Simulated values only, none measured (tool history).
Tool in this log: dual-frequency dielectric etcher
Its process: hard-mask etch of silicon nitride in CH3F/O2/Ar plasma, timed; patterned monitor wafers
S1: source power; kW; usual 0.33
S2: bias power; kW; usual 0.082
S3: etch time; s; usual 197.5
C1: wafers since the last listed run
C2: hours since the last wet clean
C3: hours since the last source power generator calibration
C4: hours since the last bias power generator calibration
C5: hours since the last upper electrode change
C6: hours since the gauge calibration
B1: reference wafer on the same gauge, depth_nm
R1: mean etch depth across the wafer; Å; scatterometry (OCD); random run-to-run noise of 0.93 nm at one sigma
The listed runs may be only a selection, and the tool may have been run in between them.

run,hour,S1,S2,S3,C1,C2,C3,C4,C5,C6,B1,R1
1,0,0.31,0.076,197.5,0,276.8,4509.2,755.8,2229.5,685.6,162.8,1351
2,33.9,0.31,0.076,197.5,150,310.7,4543.1,789.7,2263.4,719.5,163.1,1357
3,67.5,0.31,0.076,197.5,149,344.3,4576.7,823.3,2297,753.1,162.9,1368
4,118.9,0.33,0.082,197.5,228,395.7,4628.1,874.7,2348.4,804.5,163,1460
5,173.2,0.33,0.082,197.5,240,450,4682.4,929,2402.7,858.8,163,1475
# hour 229.6: wet clean of the chamber
6,303.8,0.36,0.082,197.5,472,74.2,4813,1059.6,2533.3,989.4,163,1458
7,357.9,0.36,0.082,197.5,240,128.3,4867.1,1113.7,2587.4,1043.5,162.8,1485
8,406.1,0.36,0.082,197.5,213,176.5,4915.3,1161.9,2635.6,1091.7,163.1,1486
9,468.1,0.33,0.069,174,275,238.5,4977.3,1223.9,2697.6,1153.7,162.8,1178
10,530.5,0.33,0.069,174,276,300.9,5039.7,1286.3,2760,1216.1,162.9,1199
# hour 543.4: gauge calibrated
# hour 619.9: upper electrode replaced
11,620.4,0.33,0.097,160.5,292,390.8,5129.6,1376.2,0.5,77,163,1259
# hour 647.1: wet clean of the chamber
12,648.8,0.28,0.096,197.5,19,1.7,5158,1404.6,28.9,105.4,162.9,1332
13,683.6,0.33,0.068,197.5,154,36.5,5192.8,1439.4,63.7,140.2,163.2,1325
# hour 700.2: bias power generator calibrated
14,727,0.37,0.082,197.5,174,79.9,5236.2,26.8,107.1,183.6,163.1,1492
# hour 760.4: source power generator calibrated
15,765.5,0.33,0.082,197.5,153,118.4,5.1,65.3,145.6,222.1,163,1409
16,818.2,0.31,0.065,197.5,233,171.1,57.8,118,198.3,274.8,162.8,1256
17,881.7,0.33,0.082,242,281,234.6,121.3,181.5,261.8,338.3,163.1,1770
18,909.5,0.25,0.07,148,123,262.4,149.1,209.3,289.6,366.1,162.8,839
19,964.4,0.33,0.067,197.5,243,317.3,204,264.2,344.5,421,163,1357
20,1025.9,0.27,0.069,222,272,378.8,265.5,325.7,406,482.5,162.9,1369
21,1080.6,0.33,0.082,197.5,242,433.5,320.2,380.4,460.7,537.2,163.1,1450

Predict each of these 3 candidate next runs independently; none follows another, all start after run 21:
A,1081.1,0.38,0.082,197.5,2,434,320.7,380.9,461.2,537.7,?,?
B,1081.1,0.25,0.09,197.5,2,434,320.7,380.9,461.2,537.7,?,?
C,1081.1,0.31,0.082,234,2,434,320.7,380.9,461.2,537.7,?,?

run,B1,R1
A,163,1577
B,163,1255
C,163,1657
With no hidden state in the tool, these same runs would have given:
run,R1
A,1496
B,1190
C,1572

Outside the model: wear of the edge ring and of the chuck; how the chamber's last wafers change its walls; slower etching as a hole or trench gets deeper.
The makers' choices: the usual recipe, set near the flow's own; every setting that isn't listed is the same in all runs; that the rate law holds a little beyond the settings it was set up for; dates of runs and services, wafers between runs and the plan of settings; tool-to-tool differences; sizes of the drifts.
